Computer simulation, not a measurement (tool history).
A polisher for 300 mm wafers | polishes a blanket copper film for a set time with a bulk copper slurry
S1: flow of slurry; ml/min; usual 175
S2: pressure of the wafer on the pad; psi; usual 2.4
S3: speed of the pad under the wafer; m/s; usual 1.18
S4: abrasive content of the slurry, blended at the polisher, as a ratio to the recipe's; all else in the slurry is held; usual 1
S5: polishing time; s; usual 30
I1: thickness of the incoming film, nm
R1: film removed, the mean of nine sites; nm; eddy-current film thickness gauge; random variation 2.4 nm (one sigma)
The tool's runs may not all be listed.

run   hour   S1   S2    S3  S4  S5      I1     R1
  1      0  175  2.4  1.18   1  30  4078.3  305.9
  2   32.2  175  2.4  1.18   1  30  4071.9  303.8
      37.4  -- worn pad replaced by a new one
  3   65.2  175  2.4  1.18   1  30  4095.3  304.2
  4   82.8  145  2.1  1.18   1  30  4043.9  257.9
     153.9  -- slurry blender recalibrated
  5  160.7  145  2.1  1.18   1  30  4094.4  261.5
  6  182.1  175  2.4  1.18   1  35  4078.7  349.5
     199.9  -- worn pad replaced by a new one
  7  200.6  175  2.4  1.18   1  35  4037.3    346
  8  223.3  175  2.4  1.18   1  35  4049.4  350.8
  9  252.8  175  2.4  1.18   1  30  4079.8  301.7
     266.3  -- head pressure recalibrated
 10  282.2  175  2.4  1.18   1  30  4070.3  296.7
 11  309.1  175  2.4  1.44   1  34  4091.7  396.3
 12  321.9  175  2.4  1.18   1  33  4031.7  323.1
       328  -- worn pad replaced by a new one
 13    340  175  2.4  1.18   1  33    4047  322.1
 14    354  175  2.4  1.18   1  33  4087.6  322.1
 15  366.3  175  2.4  1.18   1  27  4046.4    258
     391.5  -- slurry nozzle cleaned
 16  396.4  175  2.4  1.18   1  33  4088.8  310.2

Forecast run 17:
 17   417  195  2.4  0.88  0.7  33  4135.9   ?

{"run 17": {"R1": 220.4}}
Without the tool's hidden state the same run would have given R1 240 nm.
